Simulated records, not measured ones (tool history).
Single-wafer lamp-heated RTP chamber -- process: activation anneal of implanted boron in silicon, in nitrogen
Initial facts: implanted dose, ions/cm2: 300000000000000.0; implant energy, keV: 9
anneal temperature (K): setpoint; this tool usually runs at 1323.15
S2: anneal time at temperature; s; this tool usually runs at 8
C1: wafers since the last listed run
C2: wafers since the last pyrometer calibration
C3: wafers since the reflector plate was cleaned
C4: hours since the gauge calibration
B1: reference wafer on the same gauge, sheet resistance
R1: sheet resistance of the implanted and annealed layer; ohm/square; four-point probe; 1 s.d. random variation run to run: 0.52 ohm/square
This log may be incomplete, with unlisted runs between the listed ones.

run 1 hour=0.0 | anneal_temperature_(K)=1338.15 S2=8 | C1=0 C2=1465 C3=2789 C4=1270.8 | B1=347.37 | R1=338.07
run 2 hour=36.7 | anneal_temperature_(K)=1338.15 S2=8 | C1=623 C2=2088 C3=3412 C4=1307.5 | B1=347.42 | R1=338.74
run 3 hour=82.1 | anneal_temperature_(K)=1323.15 S2=8 | C1=771 C2=2859 C3=4183 C4=1352.9 | B1=347.45 | R1=338.31
run 4 hour=124.8 | anneal_temperature_(K)=1323.15 S2=8 | C1=725 C2=3584 C3=4909 C4=1395.6 | B1=347.48 | R1=337.80
run 5 hour=157.9 | anneal_temperature_(K)=1323.15 S2=8 | C1=562 C2=4147 C3=5471 C4=1428.7 | B1=347.23 | R1=339.34
-- hour=233.0 gauge calibrated
run 6 hour=242.5 | anneal_temperature_(K)=1323.15 S2=8 | C1=1437 C2=5584 C3=6908 C4=9.5 | B1=353.26 | R1=344.34
run 7 hour=286.2 | anneal_temperature_(K)=1323.15 S2=8 | C1=742 C2=6326 C3=7650 C4=53.2 | B1=352.56 | R1=342.80
-- hour=301.3 reflector plate cleaned
run 8 hour=310.7 | anneal_temperature_(K)=1323.15 S2=8 | C1=280 C2=6606 C3=158 C4=77.7 | B1=352.47 | R1=343.40
run 9 hour=345.0 | anneal_temperature_(K)=1323.15 S2=10 | C1=582 C2=7189 C3=741 C4=112.0 | B1=352.08 | R1=343.10
run 10 hour=382.6 | anneal_temperature_(K)=1323.15 S2=10 | C1=638 C2=7828 C3=1380 C4=149.6 | B1=352.01 | R1=342.69
-- hour=411.3 pyrometer window cleaned and pyrometer calibrated
run 11 hour=432.3 | anneal_temperature_(K)=1336.15 S2=4 | C1=708 C2=357 C3=2088 C4=199.3 | B1=351.60 | R1=342.99
run 12 hour=466.8 | anneal_temperature_(K)=1340.15 S2=13 | C1=586 C2=943 C3=2674 C4=233.8 | B1=351.37 | R1=339.73
run 13 hour=524.8 | anneal_temperature_(K)=1314.15 S2=5 | C1=985 C2=1928 C3=3659 C4=291.8 | B1=351.24 | R1=343.69
run 14 hour=558.2 | anneal_temperature_(K)=1311.15 S2=3 | C1=567 C2=2495 C3=4227 C4=325.2 | B1=350.97 | R1=344.49
run 15 hour=627.9 | anneal_temperature_(K)=1298.15 S2=11 | C1=1183 C2=3679 C3=5411 C4=394.9 | B1=350.65 | R1=342.51
run 16 hour=664.5 | anneal_temperature_(K)=1312.15 S2=5 | C1=621 C2=4301 C3=6032 C4=431.5 | B1=350.23 | R1=343.80
run 17 hour=711.0 | anneal_temperature_(K)=1323.15 S2=8 | C1=789 C2=5091 C3=6822 C4=478.0 | B1=350.49 | R1=340.92
run 18 hour=762.1 | anneal_temperature_(K)=1298.15 S2=5 | C1=868 C2=5959 C3=7690 C4=529.1 | B1=349.87 | R1=343.52
-- hour=796.5 reflector plate cleaned
run 19 hour=797.0 | anneal_temperature_(K)=1348.15 S2=10 | C1=456 C2=6416 C3=8 C4=564.0 | B1=349.79 | R1=339.06
run 20 hour=854.0 | anneal_temperature_(K)=1315.15 S2=5 | C1=968 C2=7384 C3=976 C4=621.0 | B1=349.64 | R1=341.79
-- hour=891.7 pyrometer window cleaned and pyrometer calibrated
run 21 hour=916.8 | anneal_temperature_(K)=1323.15 S2=8 | C1=930 C2=426 C3=1907 C4=683.8 | B1=349.51 | R1=340.35
run 22 hour=976.2 | anneal_temperature_(K)=1323.15 S2=5 | C1=1009 C2=1435 C3=2916 C4=743.2 | B1=349.12 | R1=342.36
run 23 hour=1044.5 | anneal_temperature_(K)=1298.15 S2=11 | C1=1160 C2=2595 C3=4076 C4=811.5 | B1=349.30 | R1=341.28
run 24 hour=1103.0 | anneal_temperature_(K)=1323.15 S2=11 | C1=993 C2=3589 C3=5070 C4=870.0 | B1=349.01 | R1=339.61
run 25 hour=1138.9 | anneal_temperature_(K)=1301.15 S2=8 | C1=609 C2=4199 C3=5680 C4=905.9 | B1=349.08 | R1=342.23
run 26 hour=1189.4 | anneal_temperature_(K)=1323.15 S2=8 | C1=857 C2=5056 C3=6538 C4=956.4 | B1=348.76 | R1=340.20
run 27 hour=1251.0 | anneal_temperature_(K)=1352.15 S2=8 | C1=1046 C2=6103 C3=7584 C4=1018.0 | B1=348.85 | R1=339.17
run 28 hour=1291.3 | anneal_temperature_(K)=1347.15 S2=4 | C1=684 C2=6787 C3=8269 C4=1058.3 | B1=348.72 | R1=341.46
-- hour=1307.3 reflector plate cleaned
run 29 hour=1351.5 | anneal_temperature_(K)=1323.15 S2=12 | C1=886 C2=7674 C3=751 C4=1118.5 | B1=348.79 | R1=339.21
-- hour=1395.2 pyrometer window cleaned and pyrometer calibrated
run 30 hour=1418.0 | anneal_temperature_(K)=1298.15 S2=8 | C1=993 C2=388 C3=1745 C4=1185.0 | B1=348.96 | R1=341.39
run 31 hour=1450.3 | anneal_temperature_(K)=1353.15 S2=13 | C1=548 C2=936 C3=2293 C4=1217.3 | B1=348.87 | R1=336.82
run 32 hour=1480.4 | anneal_temperature_(K)=1299.15 S2=13 | C1=511 C2=1448 C3=2805 C4=1247.4 | B1=348.71 | R1=339.79
run 33 hour=1552.0 | anneal_temperature_(K)=1323.15 S2=8 | C1=1216 C2=2664 C3=4021 C4=1319.0 | B1=348.77 | R1=339.98
run 34 hour=1590.7 | anneal_temperature_(K)=1305.15 S2=4 | C1=657 C2=3321 C3=4678 C4=1357.7 | B1=348.42 | R1=342.08
run 35 hour=1618.8 | anneal_temperature_(K)=1302.15 S2=6 | C1=477 C2=3798 C3=5155 C4=1385.8 | B1=348.51 | R1=342.00

5 options for the next run, each taken on its own from the tool as it stands now. Forecast them:
run A hour=1619.2 | anneal_temperature_(K)=1345.15 S2=8 | C1=6 C2=3805 C3=5162 C4=1386.2 | B1=? | R1=?
run B hour=1619.2 | anneal_temperature_(K)=1297.15 S2=8 | C1=6 C2=3805 C3=5162 C4=1386.2 | B1=? | R1=?
run C hour=1619.2 | anneal_temperature_(K)=1310.15 S2=12 | C1=6 C2=3805 C3=5162 C4=1386.2 | B1=? | R1=?
run D hour=1619.2 | anneal_temperature_(K)=1311.15 S2=11 | C1=6 C2=3805 C3=5162 C4=1386.2 | B1=? | R1=?
run E hour=1619.2 | anneal_temperature_(K)=1323.15 S2=4 | C1=6 C2=3805 C3=5162 C4=1386.2 | B1=? | R1=?

run=A B1=348.52 R1=337.74
run=B B1=348.52 R1=340.18
run=C B1=348.52 R1=338.14
run=D B1=348.52 R1=338.33
run=E B1=348.52 R1=340.09
With the hidden condition removed and each run's random variation left untouched, the same runs would have given:
run=A R1=342.13
run=B R1=344.60
run=C R1=342.53
run=D R1=342.73
run=E R1=344.51
